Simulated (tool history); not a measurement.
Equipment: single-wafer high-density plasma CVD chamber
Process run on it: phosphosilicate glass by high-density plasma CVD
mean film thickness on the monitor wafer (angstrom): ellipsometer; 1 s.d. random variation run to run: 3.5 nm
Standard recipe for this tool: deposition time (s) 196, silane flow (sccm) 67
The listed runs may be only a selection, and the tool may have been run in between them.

run	hour	deposition time (s)	silane flow (sccm)	read-back reference wafer on the same gauge, thickness_nm	mean film thickness on the monitor wafer (angstrom)
1	0	196	67	1530.939	13588.67
2	69.2	196	67	1531.085	13556.8
3	150.6	196	67	1529.372	13515.09
4	231.7	196	67	1530.752	13536.73
5	279.8	196	67	1529.788	13538.51
6	356.1	196	67	1530.746	13611.94
7	412.1	196	67	1530.7	13526.7
8	498.5	196	67	1530.65	13530.33
9	596.1	196	67	1531.443	13500.17
10	633.9	223	71	1530.907	15946.5
11	699.5	196	67	1529.413	13520.72
12	763.1	196	67	1530.028	13503.26
# hour 821.6: gauge calibrated
13	867.7	196	67	1530.846	13539.96
14	916	213	67	1529.666	14644.44
15	970.6	235	70	1530.425	16608.52
16	1049.2	167	75	1530.361	12296.92
# hour 1072: silane flow controller replaced
17	1107.7	163	60	1529.347	10938.44
18	1202.6	160	74	1529.925	12139.87
19	1251.5	159	80	1530.829	12564.46
20	1297.5	178	62	1530.235	12188.81

What will run 21 give?
21	1354.5	224	79	?	?

For run 21 the tool returned read-back reference wafer on the same gauge, thickness_nm 1529.705, mean film thickness on the monitor wafer (angstrom) 17665.83.
With no hidden state in the tool, this same run would have given mean film thickness on the monitor wafer (angstrom) 17705.08.
